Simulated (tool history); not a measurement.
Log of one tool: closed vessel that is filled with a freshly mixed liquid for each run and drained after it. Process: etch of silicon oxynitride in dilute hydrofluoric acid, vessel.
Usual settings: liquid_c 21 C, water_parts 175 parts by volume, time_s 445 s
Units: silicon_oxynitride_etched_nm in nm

run,hour,liquid_c,water_parts,time_s,wafers since the last listed run,hours since the thermometer was replaced,hours since the hydrofluoric acid flow meter was replaced,hours since the gauge calibration,"read-back film thickness of the silicon oxynitride reference wafer, read on the same gauge (nm)",silicon_oxynitride_etched_nm
1,0,21,175,445,0,68.4,1152,114.9,139.96,5.73
2,51,21,175,445,5396,119.4,1203,165.9,139.96,5.69
3,92.7,21,175,445,4412,161.1,1244.7,207.6,140,5.79
4,123.7,21,175,445,3280,192.1,1275.7,238.6,140.04,5.71
5,185.2,21,175,445,6507,253.6,1337.2,300.1,140.02,5.79
6,211,21,175,445,2729,279.4,1363,325.9,139.99,5.79
7,255.7,21,175,445,4729,324.1,1407.7,370.6,140.05,5.8
8,289.3,21,175,445,3555,357.7,1441.3,404.2,140.01,5.84
9,327.9,21,175,445,4084,396.3,1479.9,442.8,140.02,5.86
# hour 417.2: hydrofluoric acid flow meter replaced
10,499,19.5,240,445,17998,567.4,81.8,613.9,140.02,3.69
11,552.3,21,175,350,5639,620.7,135.1,667.2,139.98,4.42
12,579.3,23,120,445,2856,647.7,162.1,694.2,140.02,9.41
13,614.9,22.5,175,275,3766,683.3,197.7,729.8,140.01,3.74
14,684.3,22.5,215,560,7343,752.7,267.1,799.2,139.97,6.08
# hour 707.8: gauge calibrated
15,740.4,21,175,445,5935,808.8,323.2,32.6,140,5.71
16,783.1,21,175,445,4518,851.5,365.9,75.3,140.03,5.72
# hour 823.1: thermometer replaced
17,823.7,21,100,295,4190,0.6,406.5,115.9,140.04,6.81
18,872.9,17,175,690,5205,49.8,455.7,165.1,140.01,7.17
19,923.3,17,235,620,5332,100.2,506.1,215.5,139.98,4.64
20,953.1,18.5,175,445,3153,130,535.9,245.3,139.97,4.98
21,1023,21,145,445,7396,199.9,605.8,315.2,139.99,6.92
22,1146.7,21,125,445,13088,323.6,729.5,438.9,139.99,8.33
23,1205.1,18,240,225,6179,382,787.9,497.3,140.05,1.77

Hidden state at the last listed run before each entry between runs and at the first one after, where it differs:
Between runs 9 and 10: hydrofluoric acid flow meter replaced (hour 417.2)
  liquid hotter than its thermometer reads (K): 0.444 -> 0.621; hydrofluoric acid flow above the setpoint (%): 5.75 -> 1.26
  measured less the result without the state, silicon_oxynitride_etched_nm: +0.47 -> +0.15 nm
Between runs 14 and 15: gauge calibrated (hour 707.8)
  liquid hotter than its thermometer reads (K): 0.813 -> 0.871; hydrofluoric acid flow above the setpoint (%): 1.88 -> 2.07
  measured less the result without the state, silicon_oxynitride_etched_nm: +0.34 -> +0.35 nm
Between runs 16 and 17: thermometer replaced (hour 823.1)
  liquid hotter than its thermometer reads (K): 0.915 -> 0.0731; hydrofluoric acid flow above the setpoint (%): 2.22 -> 2.36
  measured less the result without the state, silicon_oxynitride_etched_nm: +0.37 -> +0.19 nm

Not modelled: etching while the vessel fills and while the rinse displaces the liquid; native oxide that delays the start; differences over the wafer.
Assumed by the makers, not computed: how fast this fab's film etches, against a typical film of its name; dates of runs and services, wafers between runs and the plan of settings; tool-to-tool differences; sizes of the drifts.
